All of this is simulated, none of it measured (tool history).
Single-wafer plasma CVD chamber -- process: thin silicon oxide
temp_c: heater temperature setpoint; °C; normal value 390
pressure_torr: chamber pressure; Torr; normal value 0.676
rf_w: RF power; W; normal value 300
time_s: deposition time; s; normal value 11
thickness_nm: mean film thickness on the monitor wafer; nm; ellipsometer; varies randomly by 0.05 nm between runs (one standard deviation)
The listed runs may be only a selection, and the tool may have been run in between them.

| run | hour | temp_c | pressure_torr | rf_w | time_s | wafers since the last listed run | hours since the last thermocouple change | hours since the last RF generator calibration | hours since the last manometer calibration | hours since the showerhead was replaced | hours since the gauge calibration | read-back reference wafer on the same gauge, thickness_nm | thickness_nm |
|---|---|---|---|---|---|---|---|---|---|---|---|---|---|
| 1 | 0 | 390 | 0.676 | 300 | 11 | 0 | 1824.1 | 1081.8 | 2221.6 | 3792.9 | 107.4 | 14.295 | 17.805 |
| 2 | 30 | 390 | 0.676 | 300 | 11 | 1433 | 1854.1 | 1111.8 | 2251.6 | 3822.9 | 137.4 | 14.292 | 17.812 |
| 3 | 100 | 390 | 0.676 | 300 | 11 | 3345 | 1924.1 | 1181.8 | 2321.6 | 3892.9 | 207.4 | 14.31 | 17.769 |
| 4 | 156.6 | 390 | 0.676 | 300 | 11 | 2705 | 1980.7 | 1238.4 | 2378.2 | 3949.5 | 264 | 14.305 | 17.83 |
| 5 | 196.6 | 390 | 0.676 | 300 | 11 | 1911 | 2020.7 | 1278.4 | 2418.2 | 3989.5 | 304 | 14.295 | 17.745 |
|  | 329.4 | capacitance manometer re-zeroed and calibrated |
|  | 337 | showerhead replaced |
|  | 410.6 | thermocouple changed; heater temperature recalibrated |
| 6 | 411.1 | 390 | 0.676 | 300 | 11 | 9126 | 0.5 | 1492.9 | 81.7 | 74.1 | 518.5 | 14.297 | 16.41 |
|  | 434.4 | gauge calibrated |
| 7 | 458 | 390 | 0.676 | 300 | 11 | 2241 | 47.4 | 1539.8 | 128.6 | 121 | 23.6 | 14.285 | 16.499 |
|  | 498.4 | RF generator calibrated |
| 8 | 565.1 | 390 | 0.676 | 300 | 11 | 4736 | 154.5 | 66.7 | 235.7 | 228.1 | 130.7 | 14.307 | 17.04 |
| 9 | 627.5 | 390 | 0.676 | 300 | 11 | 2982 | 216.9 | 129.1 | 298.1 | 290.5 | 193.1 | 14.306 | 17.073 |
| 10 | 668.9 | 398 | 0.515 | 245 | 10.1 | 1978 | 258.3 | 170.5 | 339.5 | 331.9 | 234.5 | 14.304 | 11.246 |
| 11 | 737.8 | 396 | 0.806 | 240 | 12.5 | 3292 | 327.2 | 239.4 | 408.4 | 400.8 | 303.4 | 14.285 | 21.46 |
| 12 | 783.7 | 396 | 0.676 | 300 | 11 | 2193 | 373.1 | 285.3 | 454.3 | 446.7 | 349.3 | 14.295 | 17.161 |
| 13 | 836.5 | 390 | 0.676 | 300 | 11 | 2523 | 425.9 | 338.1 | 507.1 | 499.5 | 402.1 | 14.301 | 17.162 |
| 14 | 903.3 | 390 | 0.582 | 330 | 9.2 | 3192 | 492.7 | 404.9 | 573.9 | 566.3 | 468.9 | 14.301 | 12.79 |
| 15 | 935 | 390 | 0.676 | 300 | 9.1 | 1515 | 524.4 | 436.6 | 605.6 | 598 | 500.6 | 14.294 | 14.328 |
| 16 | 978 | 399 | 0.676 | 315 | 9 | 2055 | 567.4 | 479.6 | 648.6 | 641 | 543.6 | 14.295 | 14.321 |
| 17 | 1006.2 | 405 | 0.744 | 255 | 12.3 | 1347 | 595.6 | 507.8 | 676.8 | 669.2 | 571.8 | 14.303 | 20.032 |
|  | 1033.9 | gauge calibrated |
| 18 | 1068.6 | 390 | 0.676 | 300 | 13.1 | 2982 | 658 | 570.2 | 739.2 | 731.6 | 34.7 | 14.303 | 20.672 |

Branching from run 18: 4 alternative next runs. What would each branch give?
| A | 1069 | 390 | 0.676 | 300 | 11 | 19 | 658.4 | 570.6 | 739.6 | 732 | 35.1 | ? | ? |
| B | 1069 | 390 | 0.676 | 300 | 9.5 | 19 | 658.4 | 570.6 | 739.6 | 732 | 35.1 | ? | ? |
| C | 1069 | 390 | 0.676 | 240 | 10.1 | 19 | 658.4 | 570.6 | 739.6 | 732 | 35.1 | ? | ? |
| D | 1069 | 390 | 0.676 | 275 | 12.7 | 19 | 658.4 | 570.6 | 739.6 | 732 | 35.1 | ? | ? |

| run | read-back reference wafer on the same gauge, thickness_nm | thickness_nm |
|---|---|---|
| A | 14.297 | 17.272 |
| B | 14.297 | 14.923 |
| C | 14.297 | 14.921 |
| D | 14.297 | 19.463 |
Without the tool's hidden state the same runs would have given:
| run | thickness_nm |
|---|---|
| A | 16.583 |
| B | 14.328 |
| C | 14.332 |
| D | 18.687 |
